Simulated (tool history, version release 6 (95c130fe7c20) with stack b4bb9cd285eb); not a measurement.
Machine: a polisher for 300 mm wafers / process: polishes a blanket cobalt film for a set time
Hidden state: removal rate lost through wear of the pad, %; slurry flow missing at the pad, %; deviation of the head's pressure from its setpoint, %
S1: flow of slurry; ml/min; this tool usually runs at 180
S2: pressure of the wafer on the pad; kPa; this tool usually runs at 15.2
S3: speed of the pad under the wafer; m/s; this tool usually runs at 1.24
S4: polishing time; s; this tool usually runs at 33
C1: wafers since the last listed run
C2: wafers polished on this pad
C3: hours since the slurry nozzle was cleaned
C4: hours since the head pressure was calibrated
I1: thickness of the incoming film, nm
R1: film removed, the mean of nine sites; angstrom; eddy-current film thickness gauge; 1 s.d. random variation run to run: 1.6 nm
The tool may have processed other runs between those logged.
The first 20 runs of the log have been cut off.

run	hour	S1	S2	S3	S4	C1	C2	C3	C4	I1	R1
21	1149.8	180	15.2	1.5	43	930	2839	698.8	1186.9	983.4	2757
22	1191	180	15.2	1.24	33	482	3322	740	1228.1	961.6	1723
# hour 1198.5: head pressure recalibrated
# hour 1251.1: slurry nozzle cleaned
# hour 1270.7: worn pad replaced by a new one
23	1366.5	180	15.2	1.24	33	1974	1122	115.4	168	969.4	1914
24	1399.8	180	15.2	1.24	38	390	1512	148.7	201.3	967.7	2185
25	1452.6	150	11.7	1.02	38	618	2130	201.5	254.1	962.1	1314
26	1520.3	235	15.2	1.64	33	793	2924	269.2	321.8	989.2	2535
27	1556.4	180	15.2	0.98	43	422	3346	305.3	357.9	977.4	1878
# hour 1599.8: worn pad replaced by a new one
28	1608.2	180	15.2	1.24	37	560	97	357.1	409.7	972	2101
29	1645.8	180	15.2	0.82	33	440	538	394.7	447.3	948.2	1214
30	1700.1	180	15.2	1.24	33	636	1174	449	501.6	971.8	1862
31	1736.7	180	15.2	1.42	33	428	1603	485.6	538.2	987.1	2101

Alternative continuations, all from the tool just after run 31; predict every row:
A	1737.1	180	15.2	1.24	33	4	1608	486	538.6	955.2	?
B	1737.1	180	15.2	0.94	33	4	1608	486	538.6	955.2	?
C	1737.1	230	15.2	1.24	33	4	1608	486	538.6	955.2	?

run	R1
A	1835
B	1391
C	1904
With no hidden state in the tool, these same runs would have given:
run	R1
A	1924
B	1458
C	1985
